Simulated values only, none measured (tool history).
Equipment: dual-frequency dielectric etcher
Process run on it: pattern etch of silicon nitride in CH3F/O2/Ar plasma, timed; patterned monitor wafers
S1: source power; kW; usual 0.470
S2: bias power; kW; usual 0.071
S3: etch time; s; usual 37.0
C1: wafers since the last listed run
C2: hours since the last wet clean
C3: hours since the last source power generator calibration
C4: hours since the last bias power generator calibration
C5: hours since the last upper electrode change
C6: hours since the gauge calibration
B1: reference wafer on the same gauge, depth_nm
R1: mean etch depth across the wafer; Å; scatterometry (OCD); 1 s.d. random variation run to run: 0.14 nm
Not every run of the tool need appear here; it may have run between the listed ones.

Run 1, hour 0.0: usual settings; C1 0; C2 126.4; C3 3320.5; C4 2539.8; C5 4094.2; C6 2097.2; B1 26.21. Result: R1 228.8 Å.
Run 2, hour 78.4: usual settings but S2 0.062 kW, S3 45.5 s; C1 1042; C2 204.8; C3 3398.9; C4 2618.2; C5 4172.6; C6 2175.6; B1 26.17. Result: R1 273.4 Å.
Run 3, hour 127.1: usual settings but S2 0.062 kW, S3 45.5 s; C1 647; C2 253.5; C3 3447.6; C4 2666.9; C5 4221.3; C6 2224.3; B1 26.17. Result: R1 270.9 Å.
Run 4, hour 195.0: usual settings; C1 902; C2 321.4; C3 3515.5; C4 2734.8; C5 4289.2; C6 2292.2; B1 26.15. Result: R1 231.4 Å.
Run 5, hour 288.4: usual settings but S1 0.530 kW; C1 1242; C2 414.8; C3 3608.9; C4 2828.2; C5 4382.6; C6 2385.6; B1 26.14. Result: R1 240.7 Å.
Run 6, hour 394.3: usual settings; C1 1408; C2 520.7; C3 3714.8; C4 2934.1; C5 4488.5; C6 2491.5; B1 26.16. Result: R1 230.9 Å.
At hour 443.5: source power generator calibrated.
At hour 443.8: gauge calibrated.
Run 7, hour 444.0: usual settings; C1 607; C2 570.4; C3 0.5; C4 2983.8; C5 4538.2; C6 0.2; B1 27.26. Result: R1 240.0 Å.
Run 8, hour 536.9: usual settings; C1 1235; C2 663.3; C3 93.4; C4 3076.7; C5 4631.1; C6 93.1; B1 27.14. Result: R1 235.5 Å.
At hour 578.9: wet clean of the chamber.
Run 9, hour 616.6: usual settings; C1 740; C2 37.7; C3 173.1; C4 3156.4; C5 4710.8; C6 172.8; B1 27.00. Result: R1 236.6 Å.
At hour 676.0: upper electrode replaced.
At hour 735.7: bias power generator calibrated.
Run 10, hour 885.9: usual settings; C1 3208; C2 307.0; C3 442.4; C4 150.2; C5 209.9; C6 442.1; B1 26.76. Result: R1 235.2 Å.
Run 11, hour 965.9: usual settings; C1 1063; C2 387.0; C3 522.4; C4 230.2; C5 289.9; C6 522.1; B1 26.68. Result: R1 233.4 Å.
Run 12, hour 1024.3: usual settings but S1 0.580 kW, S2 0.089 kW, S3 34.0 s; C1 776; C2 445.4; C3 580.8; C4 288.6; C5 348.3; C6 580.5; B1 26.62. Result: R1 248.8 Å.
Run 13, hour 1097.5: usual settings but S2 0.087 kW, S3 41.0 s; C1 973; C2 518.6; C3 654.0; C4 361.8; C5 421.5; C6 653.7; B1 26.60. Result: R1 276.5 Å.
Run 14, hour 1165.3: usual settings but S1 0.370 kW, S2 0.065 kW; C1 901; C2 586.4; C3 721.8; C4 429.6; C5 489.3; C6 721.5; B1 26.57. Result: R1 206.8 Å.
Run 15, hour 1231.2: usual settings but S1 0.560 kW, S2 0.058 kW; C1 876; C2 652.3; C3 787.7; C4 495.5; C5 555.2; C6 787.4; B1 26.53. Result: R1 234.8 Å.
At hour 1259.3: wet clean of the chamber.
Run 16, hour 1285.5: usual settings; C1 402; C2 26.2; C3 842.0; C4 549.8; C5 609.5; C6 841.7; B1 26.47. Result: R1 233.3 Å.
Run 17, hour 1328.9: usual settings; C1 577; C2 69.6; C3 885.4; C4 593.2; C5 652.9; C6 885.1; B1 26.47. Result: R1 232.8 Å.
Run 18, hour 1405.1: usual settings; C1 1013; C2 145.8; C3 961.6; C4 669.4; C5 729.1; C6 961.3; B1 26.43. Result: R1 232.2 Å.
Run 19, hour 1474.2: usual settings but S1 0.420 kW, S2 0.084 kW, S3 47.0 s; C1 918; C2 214.9; C3 1030.7; C4 738.5; C5 798.2; C6 1030.4; B1 26.37. Result: R1 302.5 Å.
Run 20, hour 1522.5: usual settings but S1 0.500 kW, S2 0.088 kW; C1 642; C2 263.2; C3 1079.0; C4 786.8; C5 846.5; C6 1078.7; B1 26.38. Result: R1 258.7 Å.
Run 21, hour 1660.1: usual settings; C1 1829; C2 400.8; C3 1216.6; C4 924.4; C5 984.1; C6 1216.3; B1 26.31. Result: R1 233.1 Å.
Run 22, hour 1719.8: usual settings; C1 793; C2 460.5; C3 1276.3; C4 984.1; C5 1043.8; C6 1276.0; B1 26.34. Result: R1 233.1 Å.
At hour 1793.0: wet clean of the chamber.
Run 23, hour 1793.5: usual settings but S2 0.087 kW, S3 43.5 s; C1 660; C2 0.5; C3 1350.0; C4 1057.8; C5 1117.5; C6 1349.7; B1 26.28. Result: R1 292.1 Å.
Run 24, hour 1855.9: usual settings but S1 0.540 kW, S2 0.082 kW, S3 45.5 s; C1 829; C2 62.9; C3 1412.4; C4 1120.2; C5 1179.9; C6 1412.1; B1 26.21. Result: R1 314.7 Å.
Run 25, hour 1902.6: usual settings but S2 0.058 kW; C1 621; C2 109.6; C3 1459.1; C4 1166.9; C5 1226.6; C6 1458.8; B1 26.25. Result: R1 215.3 Å.
Run 26, hour 1944.6: usual settings but S2 0.055 kW, S3 27.5 s; C1 558; C2 151.6; C3 1501.1; C4 1208.9; C5 1268.6; C6 1500.8; B1 26.19. Result: R1 157.5 Å.
Run 27, hour 2003.7: usual settings but S2 0.057 kW, S3 45.0 s; C1 785; C2 210.7; C3 1560.2; C4 1268.0; C5 1327.7; C6 1559.9; B1 26.25. Result: R1 263.7 Å.
Run 28, hour 2082.6: usual settings but S1 0.510 kW, S3 28.0 s; C1 1049; C2 289.6; C3 1639.1; C4 1346.9; C5 1406.6; C6 1638.8; B1 26.18. Result: R1 181.1 Å.
Run 29, hour 2156.9: usual settings but S2 0.076 kW; C1 988; C2 363.9; C3 1713.4; C4 1421.2; C5 1480.9; C6 1713.1; B1 26.13. Result: R1 237.1 Å.
Run 30, hour 2225.3: usual settings but S2 0.077 kW, S3 42.5 s; C1 909; C2 432.3; C3 1781.8; C4 1489.6; C5 1549.3; C6 1781.5; B1 26.19. Result: R1 270.4 Å.
Run 31, hour 2333.1: usual settings but S1 0.420 kW, S2 0.088 kW; C1 1433; C2 540.1; C3 1889.6; C4 1597.4; C5 1657.1; C6 1889.3; B1 26.22. Result: R1 241.2 Å.

Describe how what the log doesn't record of the tool's condition differs between the last listed run preceding each entry between runs and the first listed run following it.
Between runs 6 and 7: source power generator calibrated (hour 443.5); gauge calibrated (hour 443.8)
  gauge reads high (%): -4.23 -> -0.145
  difference, measured minus the result without the unlogged condition, R1: -10.2 -> -0.3 Å
Between runs 8 and 9: wet clean of the chamber (hour 578.9)
  gauge reads high (%): -0.615 -> -0.979
  difference, measured minus the result without the unlogged condition, R1: -1.4 -> -2.3 Å
Between runs 9 and 10: upper electrode replaced (hour 676.0); bias power generator calibrated (hour 735.7)
  gauge reads high (%): -0.979 -> -1.98
  difference, measured minus the result without the unlogged condition, R1: -2.3 -> -4.7 Å
Between runs 15 and 16: wet clean of the chamber (hour 1259.3)
  gauge reads high (%): -2.88 -> -2.99
  difference, measured minus the result without the unlogged condition, R1: -7.0 -> -7.2 Å
Between runs 22 and 23: wet clean of the chamber (hour 1793.0)
  gauge reads high (%): -3.66 -> -3.74
  difference, measured minus the result without the unlogged condition, R1: -8.8 -> -11.4 Å
